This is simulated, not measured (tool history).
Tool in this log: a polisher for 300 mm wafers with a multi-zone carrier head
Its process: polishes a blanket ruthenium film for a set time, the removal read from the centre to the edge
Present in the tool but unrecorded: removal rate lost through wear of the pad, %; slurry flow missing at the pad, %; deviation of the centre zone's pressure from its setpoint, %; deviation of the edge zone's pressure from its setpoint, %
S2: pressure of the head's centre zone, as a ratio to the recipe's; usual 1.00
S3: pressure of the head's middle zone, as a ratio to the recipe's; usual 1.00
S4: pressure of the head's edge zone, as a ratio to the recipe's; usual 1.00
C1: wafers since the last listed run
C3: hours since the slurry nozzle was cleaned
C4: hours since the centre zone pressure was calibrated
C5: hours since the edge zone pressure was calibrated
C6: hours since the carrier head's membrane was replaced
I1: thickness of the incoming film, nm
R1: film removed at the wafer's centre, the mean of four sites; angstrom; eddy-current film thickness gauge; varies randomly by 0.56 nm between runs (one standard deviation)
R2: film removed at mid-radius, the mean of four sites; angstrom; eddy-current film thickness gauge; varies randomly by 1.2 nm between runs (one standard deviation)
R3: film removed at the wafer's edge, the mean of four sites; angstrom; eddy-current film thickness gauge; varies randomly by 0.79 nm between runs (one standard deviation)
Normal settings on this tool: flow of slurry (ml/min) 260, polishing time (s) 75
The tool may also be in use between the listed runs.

{"run": 1, "hour": 0.0, "flow of slurry (ml/min)": 260, "S2": 1.0, "S3": 1.0, "S4": 1.0, "polishing time (s)": 75, "C1": 0, "wafers polished on this pad": 2243, "C3": 177.1, "C4": 789.8, "C5": 376.8, "C6": 1238.9, "I1": 308.9, "R1": 886, "R2": 849, "R3": 916}
{"run": 2, "hour": 104.2, "flow of slurry (ml/min)": 260, "S2": 1.0, "S3": 1.0, "S4": 1.0, "polishing time (s)": 95, "C1": 1145, "wafers polished on this pad": 3389, "C3": 281.3, "C4": 894.0, "C5": 481.0, "C6": 1343.1, "I1": 309.8, "R1": 1120, "R2": 1111, "R3": 1131}
{"hour": 152.9, "done": "centre zone pressure recalibrated"}
{"hour": 168.0, "done": "edge zone pressure recalibrated"}
{"run": 3, "hour": 199.1, "flow of slurry (ml/min)": 260, "S2": 1.0, "S3": 1.0, "S4": 1.0, "polishing time (s)": 95, "C1": 999, "wafers polished on this pad": 4388, "C3": 376.2, "C4": 46.2, "C5": 31.1, "C6": 1438.0, "I1": 309.6, "R1": 1136, "R2": 1136, "R3": 1141}
{"run": 4, "hour": 261.5, "flow of slurry (ml/min)": 260, "S2": 1.0, "S3": 1.0, "S4": 0.88, "polishing time (s)": 75, "C1": 685, "wafers polished on this pad": 5074, "C3": 438.6, "C4": 108.6, "C5": 93.5, "C6": 1500.4, "I1": 308.9, "R1": 880, "R2": 884, "R3": 862}
{"hour": 310.2, "done": "worn pad replaced by a new one"}
{"run": 5, "hour": 348.2, "flow of slurry (ml/min)": 235, "S2": 1.05, "S3": 0.93, "S4": 1.0, "polishing time (s)": 65, "C1": 909, "wafers polished on this pad": 417, "C3": 525.3, "C4": 195.3, "C5": 180.2, "C6": 1587.1, "I1": 309.6, "R1": 803, "R2": 695, "R3": 765}
{"run": 6, "hour": 411.7, "flow of slurry (ml/min)": 295, "S2": 1.0, "S3": 1.04, "S4": 1.07, "polishing time (s)": 54, "C1": 697, "wafers polished on this pad": 1115, "C3": 588.8, "C4": 258.8, "C5": 243.7, "C6": 1650.6, "I1": 308.8, "R1": 650, "R2": 671, "R3": 675}
{"run": 7, "hour": 467.5, "flow of slurry (ml/min)": 260, "S2": 1.0, "S3": 1.0, "S4": 1.0, "polishing time (s)": 52, "C1": 613, "wafers polished on this pad": 1728, "C3": 644.6, "C4": 314.6, "C5": 299.5, "C6": 1706.4, "I1": 307.5, "R1": 617, "R2": 602, "R3": 618}
{"run": 8, "hour": 511.8, "flow of slurry (ml/min)": 260, "S2": 1.0, "S3": 0.93, "S4": 0.96, "polishing time (s)": 91, "C1": 486, "wafers polished on this pad": 2215, "C3": 688.9, "C4": 358.9, "C5": 343.8, "C6": 1750.7, "I1": 313.0, "R1": 1070, "R2": 987, "R3": 1081}
{"run": 9, "hour": 595.9, "flow of slurry (ml/min)": 295, "S2": 1.0, "S3": 1.07, "S4": 0.95, "polishing time (s)": 75, "C1": 924, "wafers polished on this pad": 3139, "C3": 773.0, "C4": 443.0, "C5": 427.9, "C6": 1834.8, "I1": 310.5, "R1": 901, "R2": 951, "R3": 900}
{"hour": 640.7, "done": "carrier head's membrane replaced by a new one"}
{"run": 10, "hour": 652.9, "flow of slurry (ml/min)": 235, "S2": 1.12, "S3": 1.0, "S4": 1.09, "polishing time (s)": 101, "C1": 571, "wafers polished on this pad": 3711, "C3": 830.0, "C4": 500.0, "C5": 484.9, "C6": 12.2, "I1": 314.0, "R1": 1324, "R2": 1178, "R3": 1256}
{"hour": 702.1, "done": "edge zone pressure recalibrated"}
{"run": 11, "hour": 746.3, "flow of slurry (ml/min)": 260, "S2": 1.04, "S3": 1.0, "S4": 1.0, "polishing time (s)": 75, "C1": 1004, "wafers polished on this pad": 4715, "C3": 923.4, "C4": 593.4, "C5": 44.2, "C6": 105.6, "I1": 308.3, "R1": 921, "R2": 878, "R3": 891}
{"hour": 753.1, "done": "worn pad replaced by a new one"}
{"hour": 784.7, "done": "slurry nozzle cleaned"}
{"run": 12, "hour": 786.4, "flow of slurry (ml/min)": 260, "S2": 1.0, "S3": 1.0, "S4": 1.0, "polishing time (s)": 75, "C1": 385, "wafers polished on this pad": 354, "C3": 1.7, "C4": 633.5, "C5": 84.3, "C6": 145.7, "I1": 309.8, "R1": 881, "R2": 854, "R3": 887}
{"run": 13, "hour": 852.0, "flow of slurry (ml/min)": 260, "S2": 1.0, "S3": 1.0, "S4": 1.0, "polishing time (s)": 75, "C1": 721, "wafers polished on this pad": 1075, "C3": 67.3, "C4": 699.1, "C5": 149.9, "C6": 211.3, "I1": 314.9, "R1": 886, "R2": 867, "R3": 899}
{"run": 14, "hour": 902.1, "flow of slurry (ml/min)": 260, "S2": 1.0, "S3": 1.0, "S4": 1.0, "polishing time (s)": 75, "C1": 550, "wafers polished on this pad": 1626, "C3": 117.4, "C4": 749.2, "C5": 200.0, "C6": 261.4, "I1": 314.3, "R1": 889, "R2": 881, "R3": 878}
{"run": 15, "hour": 985.8, "flow of slurry (ml/min)": 295, "S2": 1.09, "S3": 1.05, "S4": 0.95, "polishing time (s)": 75, "C1": 920, "wafers polished on this pad": 2546, "C3": 201.1, "C4": 832.9, "C5": 283.7, "C6": 345.1, "I1": 306.4, "R1": 980, "R2": 897, "R3": 890}
{"run": 16, "hour": 1040.1, "flow of slurry (ml/min)": 260, "S2": 1.04, "S3": 0.9, "S4": 0.89, "polishing time (s)": 90, "C1": 596, "wafers polished on this pad": 3143, "C3": 255.4, "C4": 887.2, "C5": 338.0, "C6": 399.4, "I1": 311.0, "R1": 1095, "R2": 954, "R3": 1041}
{"run": 17, "hour": 1098.5, "flow of slurry (ml/min)": 260, "S2": 0.96, "S3": 1.0, "S4": 0.96, "polishing time (s)": 75, "C1": 641, "wafers polished on this pad": 3785, "C3": 313.8, "C4": 945.6, "C5": 396.4, "C6": 457.8, "I1": 307.0, "R1": 845, "R2": 870, "R3": 889}

What will run 18 give?
{"hour": 1205.1, "done": "edge zone pressure recalibrated"}
{"run": 18, "hour": 1206.4, "flow of slurry (ml/min)": 260, "S2": 1.0, "S3": 1.0, "S4": 0.89, "polishing time (s)": 75, "C1": 1164, "wafers polished on this pad": 4949, "C3": 421.7, "C4": 1053.5, "C5": 1.3, "C6": 565.7, "I1": 312.2, "R1": "?", "R2": "?", "R3": "?"}

Run 18 came out at R1 886 angstrom, R2 859 angstrom, R3 855 angstrom.
If the tool had no hidden condition, the same run with the same run-to-run variation would have returned R1 886 angstrom, R2 859 angstrom, R3 855 angstrom.
